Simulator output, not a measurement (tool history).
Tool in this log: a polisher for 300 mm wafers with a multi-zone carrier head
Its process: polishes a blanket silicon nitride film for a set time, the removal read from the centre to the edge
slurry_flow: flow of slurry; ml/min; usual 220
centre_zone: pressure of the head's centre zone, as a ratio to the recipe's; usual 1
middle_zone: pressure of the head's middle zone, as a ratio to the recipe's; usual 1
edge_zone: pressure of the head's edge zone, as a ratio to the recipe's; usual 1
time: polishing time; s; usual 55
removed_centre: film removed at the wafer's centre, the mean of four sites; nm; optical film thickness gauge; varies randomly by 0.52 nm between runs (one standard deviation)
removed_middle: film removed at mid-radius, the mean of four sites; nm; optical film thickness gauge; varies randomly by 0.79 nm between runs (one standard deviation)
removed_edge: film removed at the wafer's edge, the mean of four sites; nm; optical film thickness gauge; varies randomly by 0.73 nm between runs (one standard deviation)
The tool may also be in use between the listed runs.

run   hour  slurry_flow  centre_zone  middle_zone  edge_zone  time  wafers since the last listed run  wafers polished on this pad  hours since the slurry nozzle was cleaned  hours since the centre zone pressure was calibrated  hours since the edge zone pressure was calibrated  hours since the carrier head's membrane was replaced  incoming thickness of the incoming film, nm  removed_centre  removed_middle  removed_edge
  1      0          220            1            1       1.03    55                                 0                          188                                      859.8                                                964.5                                              591.6                                                 951.5                                        834.8            70.9            69.5          71.9
  2   10.1          220            1            1       1.03    55                                92                          281                                      869.9                                                974.6                                              601.7                                                 961.6                                        848.9            70.4            69.2            73
  3   16.1          260            1            1          1    55                                55                          336                                      875.9                                                980.6                                              607.7                                                 967.6                                        839.8            72.2            70.1          73.1
  4   26.9          260            1            1          1    55                                99                          435                                      886.7                                                991.4                                              618.5                                                 978.4                                        843.5            70.6              71          71.8
  5   43.6          260            1            1          1    55                               153                          588                                      903.4                                               1008.1                                              635.2                                                 995.1                                        845.1            70.8            70.2            73
  6   51.9          220            1            1          1    55                                76                          664                                      911.7                                               1016.4                                              643.5                                                1003.4                                        850.4            68.5            67.7          71.5
  7   62.3          220            1            1          1    55                                95                          760                                      922.1                                               1026.8                                              653.9                                                1013.8                                        860.9            67.8            68.4          69.9
  8   74.1          220         1.06         1.11          1    73                               108                          868                                      933.9                                               1038.6                                              665.7                                                1025.6                                        861.7            94.1            95.4          89.9
      82.1  -- slurry nozzle cleaned
      88.7  -- edge zone pressure recalibrated
  9   89.2          175         0.92            1       1.11    55                               110                          979                                        7.1                                               1053.7                                                0.5                                                1040.7                                        853.5            59.4            63.6          69.8
      96.6  -- worn pad replaced by a new one
 10  101.9          220          0.9            1          1    55                                79                           49                                       19.8                                               1066.4                                               13.2                                                1053.4                                        837.9            64.6            68.8          70.7
     116.9  -- carrier head's membrane replaced by a new one
     119.3  -- centre zone pressure recalibrated
 11  119.8          220            1            1       1.09    55                                99                          148                                       37.7                                                  0.5                                               31.1                                                   2.9                                        849.5            69.5            68.6          74.2
 12  130.1          180         1.08            1       0.91    55                                94                          243                                         48                                                 10.8                                               41.4                                                  13.2                                        834.5            71.1            66.3          65.6

Forecast run 13:
 13  139.3          185            1         0.93       1.04    55                                84                          327                                       57.2                                                   20                                               50.6                                                  22.4                                          846               ?               ?             ?

Run 13 gave removed_centre 66.2 nm, removed_middle 64.5 nm, removed_edge 71.4 nm.
The same run, on a tool lacking any hidden state, would have yielded removed_centre 67.3 nm, removed_middle 65.6 nm, removed_edge 72.5 nm.
